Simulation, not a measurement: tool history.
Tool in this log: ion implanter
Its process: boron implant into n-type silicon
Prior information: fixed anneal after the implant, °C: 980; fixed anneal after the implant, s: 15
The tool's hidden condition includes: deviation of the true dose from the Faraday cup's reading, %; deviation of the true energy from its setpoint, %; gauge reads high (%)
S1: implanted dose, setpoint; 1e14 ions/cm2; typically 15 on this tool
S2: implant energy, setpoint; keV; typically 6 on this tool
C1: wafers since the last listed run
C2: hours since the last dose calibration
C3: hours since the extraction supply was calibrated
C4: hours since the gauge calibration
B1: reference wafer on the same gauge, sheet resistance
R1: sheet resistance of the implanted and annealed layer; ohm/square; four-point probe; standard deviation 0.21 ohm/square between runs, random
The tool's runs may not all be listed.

run,hour,S1,S2,C1,C2,C3,C4,B1,R1
1,0,15,6,0,2690.3,1934.5,258.6,110.91,138.24
2,13.6,16.59,6,188,2703.9,1948.1,272.2,110.92,136.41
3,25.2,11.44,6,161,2715.5,1959.7,283.8,110.81,145.71
# hour 25.7: gauge calibrated
4,41.4,11.44,6,224,2731.7,1975.9,15.7,111.81,147.19
5,51.4,15,6.5,138,2741.7,1985.9,25.7,111.66,133.32
6,60.7,15,6,129,2751,1995.2,35,111.59,138.6
7,76.7,15,6,222,2767,2011.2,51,111.55,138.95
8,94.5,15,6,247,2784.8,2029,68.8,111.49,138.58
9,102.3,15,6,108,2792.6,2036.8,76.6,111.47,138.48
# hour 114.4: Faraday cup replaced and dose calibrated
10,114.9,15,6,63,0.5,2049.4,89.2,111.44,138.67
# hour 123.7: extraction supply calibrated
11,148.5,16.71,7.5,355,34.1,24.8,122.8,111.22,121.72
12,156.1,13.71,7,105,41.7,32.4,130.4,111.2,130.46
13,170.7,15,4,202,56.3,47,145,111.16,171.05
14,224.5,13.02,5,747,110.1,100.8,198.8,110.89,154.85
15,241.4,11.64,5.5,234,127,117.7,215.7,110.82,151.04
# hour 259.6: gauge calibrated
16,288.8,13.02,5,658,174.4,165.1,29.2,111.72,155.34
17,326.1,18.06,4.5,518,211.7,202.4,66.5,111.6,157.77

Predict each of these 4 candidate next runs independently; none follows another, all start after run 17:
A,326.5,16.44,6,5,212.1,202.8,66.9,?,?
B,326.5,10.81,6,5,212.1,202.8,66.9,?,?
C,326.5,13.58,6,5,212.1,202.8,66.9,?,?
D,326.5,18.11,6,5,212.1,202.8,66.9,?,?

run,B1,R1
A,111.53,137.21
B,111.53,148.96
C,111.53,140.94
D,111.53,136
Take away the tool's hidden state, keep each run's random variation, and the runs would have read:
run,R1
A,137.77
B,149.56
C,141.51
D,136.55
